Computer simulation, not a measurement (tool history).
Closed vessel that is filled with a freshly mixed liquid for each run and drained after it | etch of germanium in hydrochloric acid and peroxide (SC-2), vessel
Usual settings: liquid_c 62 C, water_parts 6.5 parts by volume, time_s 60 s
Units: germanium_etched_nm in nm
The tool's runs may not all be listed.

run,day,liquid_c,water_parts,time_s,"read-back film thickness of the germanium reference wafer, read on the same gauge (nm)",germanium_etched_nm
1,0,62,6.5,60,119.98,186.42
2,1.792,62,6.5,60,119.99,182.95
3,12.371,62,7.5,80,120.05,238.54
4,16.175,62,7.5,80,119.96,237.55
5,20.658,62,6.5,50,120,150.23
# day 22.371: thermometer replaced
6,24.546,68,6.5,30,119.94,102.47
# day 34.083: thermometer replaced, repeated, since the last time left the tool worse
7,34.712,68,6.5,30,120,111.57
# day 35.95: chemicals flow meter replaced
8,36.35,68,6.5,30,119.98,111.13
9,39.55,62,7.5,85,119.97,261.86
# day 42.533: new drum of peroxide connected
10,43.933,62,7.5,85,119.99,260.46
11,45.504,62,6.5,60,120.03,183.96
12,49.612,67,9.5,40,119.99,136.84
13,51.388,68,8,60,120.03,213.07
14,53.329,69.5,6.5,60,119.98,227.63
15,55.875,68,6.5,30,120.02,108.1
16,58.771,57.5,6.5,30,119.99,78.15
17,61.338,62,9.5,60,119.99,174.64
# day 62.483: gauge calibrated
18,63.108,62,6.5,60,120,178.57
# day 64.479: thermometer replaced
19,74.958,56,9,75,119.97,187.17
20,77.858,56.5,9,75,120.01,190.52
# day 79.508: chemicals flow meter replaced
21,80.204,57,8,60,119.99,154.77
22,81.946,62,6.5,60,120.01,182.49

3 ways to go on from here, each from the tool as it stands after run 22. What would each give?
A,81.975,62,4,60,?,?
B,81.975,71,9.5,80,?,?
C,81.975,71.5,6.5,60,?,?

run,"read-back film thickness of the germanium reference wafer, read on the same gauge (nm)",germanium_etched_nm
A,120.01,185.69
B,120.01,304.94
C,120.01,240.04
Without the tool's hidden state the same runs would have given:
run,germanium_etched_nm
A,191.41
B,313.52
C,246.89
